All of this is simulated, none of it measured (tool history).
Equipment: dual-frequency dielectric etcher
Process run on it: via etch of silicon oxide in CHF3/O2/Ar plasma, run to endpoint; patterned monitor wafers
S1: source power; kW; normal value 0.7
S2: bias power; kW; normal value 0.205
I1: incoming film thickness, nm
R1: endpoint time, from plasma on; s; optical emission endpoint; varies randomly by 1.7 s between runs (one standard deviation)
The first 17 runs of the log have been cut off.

{"run": 18, "hour": 398.7, "S1": 0.84, "S2": 0.191, "I1": 492.9, "R1": 213.8}
{"run": 19, "hour": 432.5, "S1": 0.7, "S2": 0.205, "I1": 493.5, "R1": 221}
{"run": 20, "hour": 452.3, "S1": 0.7, "S2": 0.205, "I1": 496.5, "R1": 217.8}
{"run": 21, "hour": 480.7, "S1": 0.85, "S2": 0.236, "I1": 492.4, "R1": 202.3}
{"run": 22, "hour": 514.5, "S1": 0.7, "S2": 0.205, "I1": 497.2, "R1": 224.4}
{"run": 23, "hour": 599.7, "S1": 0.82, "S2": 0.239, "I1": 491.8, "R1": 203.9}
{"run": 24, "hour": 613.2, "S1": 0.7, "S2": 0.205, "I1": 491.5, "R1": 219.5}
{"run": 25, "hour": 630.2, "S1": 0.82, "S2": 0.159, "I1": 492.8, "R1": 233.3}
{"run": 26, "hour": 659.1, "S1": 0.59, "S2": 0.162, "I1": 493.2, "R1": 248.1}
{"run": 27, "hour": 691.2, "S1": 0.57, "S2": 0.225, "I1": 493.5, "R1": 226.9}
{"run": 28, "hour": 712.8, "S1": 0.62, "S2": 0.205, "I1": 491.1, "R1": 228.1}
{"run": 29, "hour": 732.1, "S1": 0.7, "S2": 0.23, "I1": 502.3, "R1": 223.2}
{"run": 30, "hour": 759.0, "S1": 0.65, "S2": 0.225, "I1": 492.5, "R1": 222.8}
{"run": 31, "hour": 784.4, "S1": 0.54, "S2": 0.22, "I1": 497.7, "R1": 232}
{"run": 32, "hour": 797.9, "S1": 0.85, "S2": 0.255, "I1": 494.5, "R1": 201.4}
{"run": 33, "hour": 832.3, "S1": 0.7, "S2": 0.205, "I1": 490.4, "R1": 223.8}
{"run": 34, "hour": 856.9, "S1": 0.83, "S2": 0.205, "I1": 492.1, "R1": 218.2}

Forecast each of these 5 alternatives for the next run:
{"run": "A", "hour": 857.4, "S1": 0.7, "S2": 0.205, "I1": 492.7, "R1": "?"}
{"run": "B", "hour": 857.4, "S1": 0.56, "S2": 0.175, "I1": 492.7, "R1": "?"}
{"run": "C", "hour": 857.4, "S1": 0.6, "S2": 0.205, "I1": 492.7, "R1": "?"}
{"run": "D", "hour": 857.4, "S1": 0.87, "S2": 0.155, "I1": 492.7, "R1": "?"}
{"run": "E", "hour": 857.4, "S1": 0.76, "S2": 0.246, "I1": 492.7, "R1": "?"}

run=A R1=222.1
run=B R1=243.6
run=C R1=229.1
run=D R1=229.9
run=E R1=206
Take away the tool's hidden state, keep each run's random variation, and the runs would have read:
run=A R1=214.8
run=B R1=235.6
run=C R1=221.6
run=D R1=222.4
run=E R1=199.2
